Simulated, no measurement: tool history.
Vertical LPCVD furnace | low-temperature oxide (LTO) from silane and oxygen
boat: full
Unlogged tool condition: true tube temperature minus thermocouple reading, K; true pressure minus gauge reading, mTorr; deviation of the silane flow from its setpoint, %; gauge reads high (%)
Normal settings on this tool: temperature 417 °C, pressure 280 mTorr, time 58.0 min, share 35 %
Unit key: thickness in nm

run    hour  temperature  pressure  time  share  wafers since the last listed run  hours since the last temperature calibration  hours since the pressure gauge was zeroed  hours since the silane flow controller was replaced  hours since the gauge calibration  read-back reference wafer on the same gauge, thickness  thickness
  1     0.0          417       305  58.0     38                                 0                                        1006.7                                      832.8                                               3922.8                              248.2                                                  727.66     830.50
  2    52.5          417       305  58.0     38                               735                                        1059.2                                      885.3                                               3975.3                              300.7                                                  727.72     838.87
  3    95.6          417       280  58.0     35                               604                                        1102.3                                      928.4                                               4018.4                              343.8                                                  728.23     701.21
  4   121.2          417       280  58.0     35                               358                                        1127.9                                      954.0                                               4044.0                              369.4                                                  728.04     702.33
  5   160.0          417       280  58.0     35                               543                                        1166.7                                      992.8                                               4082.8                              408.2                                                  727.84     705.24
  6   197.1          417       280  58.0     35                               520                                        1203.8                                     1029.9                                               4119.9                              445.3                                                  727.33     704.13
  7   391.8          417       280  58.0     35                              2728                                        1398.5                                     1224.6                                               4314.6                              640.0                                                  728.55     716.77
      430.5  -- gauge calibrated
  8   457.0          417       280  58.0     35                               913                                        1463.7                                     1289.8                                               4379.8                               26.5                                                  726.53     716.14
  9   494.8          417       280  58.0     35                               529                                        1501.5                                     1327.6                                               4417.6                               64.3                                                  727.60     718.40
 10   538.1          417       280  51.0     32                               606                                        1544.8                                     1370.9                                               4460.9                              107.6                                                  727.17     564.07
 11   570.0          413       240  51.0     35                               447                                        1576.7                                     1402.8                                               4492.8                              139.5                                                  725.02     525.78
 12   618.2          417       280  58.0     35                               675                                        1624.9                                     1451.0                                               4541.0                              187.7                                                  726.19     726.92
 13   665.4          417       280  58.0     32                               661                                        1672.1                                     1498.2                                               4588.2                              234.9                                                  726.81     652.92
      718.4  -- pressure gauge zeroed
 14   718.9          411       340  69.0     37                               413                                        1725.6                                        0.5                                               4641.7                              288.4                                                  726.90    1028.56
      802.2  -- silane flow controller replaced
      821.1  -- thermocouples replaced and temperature profile calibrated
 15   901.7          422       235  48.5     35                              1960                                          80.6                                      183.3                                                 99.5                              471.2                                                  725.72     504.36
 16   954.1          417       320  47.0     35                               734                                         133.0                                      235.7                                                151.9                              523.6                                                  726.50     623.73
 17   989.8          417       280  58.0     35                               500                                         168.7                                      271.4                                                187.6                              559.3                                                  728.11     683.00
 18  1032.7          407       255  77.5     28                               601                                         211.6                                      314.3                                                230.5                              602.2                                                  727.02     540.77

Branching from run 18: 3 alternative next runs. What would each branch give?
  A  1037.4          410       280  58.0     35                                65                                         216.3                                      319.0                                                235.2                              606.9                                                       ?          ?
  B  1037.4          421       300  72.5     32                                65                                         216.3                                      319.0                                                235.2                              606.9                                                       ?          ?
  C  1037.4          417       225  58.0     35                                65                                         216.3                                      319.0                                                235.2                              606.9                                                       ?          ?

run  read-back reference wafer on the same gauge, thickness  thickness
  A                                                  725.18     623.68
  B                                                  725.18     835.68
  C                                                  725.18     541.55
Take away the tool's hidden state, keep each run's random variation, and the runs would have read:
run  thickness
  A     617.61
  B     827.94
  C     535.57

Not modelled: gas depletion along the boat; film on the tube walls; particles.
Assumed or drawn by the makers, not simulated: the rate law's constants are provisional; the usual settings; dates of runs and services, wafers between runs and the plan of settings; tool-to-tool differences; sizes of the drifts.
